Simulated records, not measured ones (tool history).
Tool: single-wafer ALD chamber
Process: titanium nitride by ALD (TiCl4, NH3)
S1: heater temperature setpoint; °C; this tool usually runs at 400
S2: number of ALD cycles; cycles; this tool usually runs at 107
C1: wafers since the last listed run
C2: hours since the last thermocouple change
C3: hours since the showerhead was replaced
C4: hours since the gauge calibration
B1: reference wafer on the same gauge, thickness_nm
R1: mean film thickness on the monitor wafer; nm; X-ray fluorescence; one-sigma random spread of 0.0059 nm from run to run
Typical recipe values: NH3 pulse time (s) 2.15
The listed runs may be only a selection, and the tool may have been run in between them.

Run 1, hour 0: usual settings but S2 91 cycles; C1 0; C2 709.8; C3 4845.7; C4 1921.8; B1 2.17. Result: R1 1.93 nm.
Run 2, hour 64.3: usual settings but S2 91 cycles; C1 139; C2 774.1; C3 4910; C4 1986.1; B1 2.169. Result: R1 1.938 nm.
Run 3, hour 112.3: usual settings but S2 91 cycles; C1 104; C2 822.1; C3 4958; C4 2034.1; B1 2.167. Result: R1 1.938 nm.
Run 4, hour 199.4: usual settings but NH3 pulse time (s) 1.86; C1 189; C2 909.2; C3 5045.1; C4 2121.2; B1 2.164. Result: R1 2.266 nm.
Run 5, hour 298.1: usual settings but NH3 pulse time (s) 1.86; C1 214; C2 1007.9; C3 5143.8; C4 2219.9; B1 2.161. Result: R1 2.266 nm.
Run 6, hour 364.1: usual settings but NH3 pulse time (s) 1.86; C1 143; C2 1073.9; C3 5209.8; C4 2285.9; B1 2.16. Result: R1 2.265 nm.
Run 7, hour 431.8: usual settings but NH3 pulse time (s) 2.69; C1 147; C2 1141.6; C3 5277.5; C4 2353.6; B1 2.158. Result: R1 2.299 nm.
Run 8, hour 512.9: usual settings but NH3 pulse time (s) 2.69; C1 176; C2 1222.7; C3 5358.6; C4 2434.7; B1 2.157. Result: R1 2.276 nm.
At hour 555.8: gauge calibrated.
Run 9, hour 571.6: usual settings; C1 127; C2 1281.4; C3 5417.3; C4 15.8; B1 2.235. Result: R1 2.357 nm.
Run 10, hour 634.8: usual settings; C1 137; C2 1344.6; C3 5480.5; C4 79; B1 2.236. Result: R1 2.359 nm.
Run 11, hour 717.8: usual settings; C1 180; C2 1427.6; C3 5563.5; C4 162; B1 2.233. Result: R1 2.348 nm.
Run 12, hour 888.7: usual settings; C1 371; C2 1598.5; C3 5734.4; C4 332.9; B1 2.228. Result: R1 2.341 nm.
At hour 985.1: thermocouple changed; heater temperature recalibrated.
Run 13, hour 1001: usual settings; C1 226; C2 15.9; C3 5846.7; C4 445.2; B1 2.226. Result: R1 2.346 nm.
Run 14, hour 1097.9: usual settings; C1 210; C2 112.8; C3 5943.6; C4 542.1; B1 2.224. Result: R1 2.34 nm.
Run 15, hour 1194.3: usual settings; C1 209; C2 209.2; C3 6040; C4 638.5; B1 2.219. Result: R1 2.334 nm.
Run 16, hour 1262.5: usual settings; C1 148; C2 277.4; C3 6108.2; C4 706.7; B1 2.219. Result: R1 2.337 nm.
Run 17, hour 1321: usual settings but S1 406 °C, NH3 pulse time (s) 1.82; C1 127; C2 335.9; C3 6166.7; C4 765.2; B1 2.218. Result: R1 2.326 nm.
Run 18, hour 1416: usual settings but S1 406 °C, NH3 pulse time (s) 1.82; C1 206; C2 430.9; C3 6261.7; C4 860.2; B1 2.214. Result: R1 2.329 nm.
Run 19, hour 1489: usual settings but NH3 pulse time (s) 1.32; C1 158; C2 503.9; C3 6334.7; C4 933.2; B1 2.213. Result: R1 2.282 nm.
Run 20, hour 1537.4: usual settings but S1 392 °C, S2 91 cycles, NH3 pulse time (s) 1.56; C1 105; C2 552.3; C3 6383.1; C4 981.6; B1 2.208. Result: R1 1.924 nm.
Run 21, hour 1644: usual settings but S1 390 °C, NH3 pulse time (s) 1.58; C1 231; C2 658.9; C3 6489.7; C4 1088.2; B1 2.21. Result: R1 2.271 nm.
Run 22, hour 1743.2: usual settings but S1 406 °C, S2 122 cycles, NH3 pulse time (s) 2.48; C1 215; C2 758.1; C3 6588.9; C4 1187.4; B1 2.205. Result: R1 2.66 nm.
Run 23, hour 1819.9: usual settings but S1 406 °C, S2 122 cycles, NH3 pulse time (s) 2.48; C1 166; C2 834.8; C3 6665.6; C4 1264.1; B1 2.203. Result: R1 2.665 nm.
Run 24, hour 1920.5: usual settings but S2 94 cycles, NH3 pulse time (s) 2.78; C1 218; C2 935.4; C3 6766.2; C4 1364.7; B1 2.2. Result: R1 2.052 nm.
Run 25, hour 2070.6: usual settings; C1 326; C2 1085.5; C3 6916.3; C4 1514.8; B1 2.198. Result: R1 2.312 nm.
Run 26, hour 2379.3: usual settings but S2 89 cycles, NH3 pulse time (s) 2.94; C1 670; C2 1394.2; C3 7225; C4 1823.5; B1 2.192. Result: R1 1.93 nm.
Run 27, hour 2474.6: usual settings; C1 207; C2 1489.5; C3 7320.3; C4 1918.8; B1 2.186. Result: R1 2.303 nm.
Run 28, hour 2522.6: usual settings; C1 104; C2 1537.5; C3 7368.3; C4 1966.8; B1 2.186. Result: R1 2.313 nm.
At hour 2603.4: thermocouple changed; heater temperature recalibrated.
At hour 2710.1: showerhead replaced.
Run 29, hour 2710.9: usual settings; C1 374; C2 107.5; C3 0.8; C4 2155.1; B1 2.18. Result: R1 2.299 nm.
Run 30, hour 2802.6: usual settings but S2 90 cycles; C1 199; C2 199.2; C3 92.5; C4 2246.8; B1 2.179. Result: R1 1.925 nm.
At hour 3055.2: gauge calibrated.
Run 31, hour 3122.6: usual settings but S2 125 cycles, NH3 pulse time (s) 2.79; C1 695; C2 519.2; C3 412.5; C4 67.4; B1 2.23. Result: R1 2.768 nm.
Run 32, hour 3223.2: usual settings but S1 387 °C, S2 122 cycles, NH3 pulse time (s) 2.51; C1 218; C2 619.8; C3 513.1; C4 168; B1 2.23. Result: R1 2.666 nm.
Run 33, hour 3439.6: usual settings; C1 470; C2 836.2; C3 729.5; C4 384.4; B1 2.221. Result: R1 2.345 nm.
Run 34, hour 3525.3: usual settings but NH3 pulse time (s) 1.87; C1 186; C2 921.9; C3 815.2; C4 470.1; B1 2.22. Result: R1 2.318 nm.
Run 35, hour 3579.4: usual settings but S2 100 cycles, NH3 pulse time (s) 1.85; C1 117; C2 976; C3 869.3; C4 524.2; B1 2.217. Result: R1 2.167 nm.
Run 36, hour 3846.6: usual settings but S1 389 °C, S2 98 cycles; C1 580; C2 1243.2; C3 1136.5; C4 791.4; B1 2.212. Result: R1 2.106 nm.

For some of the steps in R1 from one run to the next: how much would appear even if the tool had no hidden state, given the settings, what came in and random variation, and how much remains for the hidden state plus any gauge scatter that the measured result and the result without hidden state don't share?
Hidden state present: wafer temperature above the value expected at the setpoint (K); gauge reads high (%).
Run 3 -> 4: S2 91 -> 107, NH3 pulse time (s) 2.15 -> 1.86. R1 +0.328 nm: hidden state -0.011, all else +0.339.
Run 8 -> 9: NH3 pulse time (s) 2.69 -> 2.15, gauge calibrated. R1 +0.081 nm: hidden state +0.081, all else +0.
Run 21 -> 22: S1 390 -> 406, S2 107 -> 122, NH3 pulse time (s) 1.58 -> 2.48. R1 +0.389 nm: hidden state -0.006, all else +0.395.
Run 23 -> 24: S1 406 -> 400, S2 122 -> 94, NH3 pulse time (s) 2.48 -> 2.78. R1 -0.613 nm: hidden state +0.005, all else -0.618.
Run 30 -> 31: S2 90 -> 125, NH3 pulse time (s) 2.15 -> 2.79, gauge calibrated. R1 +0.843 nm: hidden state +0.045, all else +0.798.

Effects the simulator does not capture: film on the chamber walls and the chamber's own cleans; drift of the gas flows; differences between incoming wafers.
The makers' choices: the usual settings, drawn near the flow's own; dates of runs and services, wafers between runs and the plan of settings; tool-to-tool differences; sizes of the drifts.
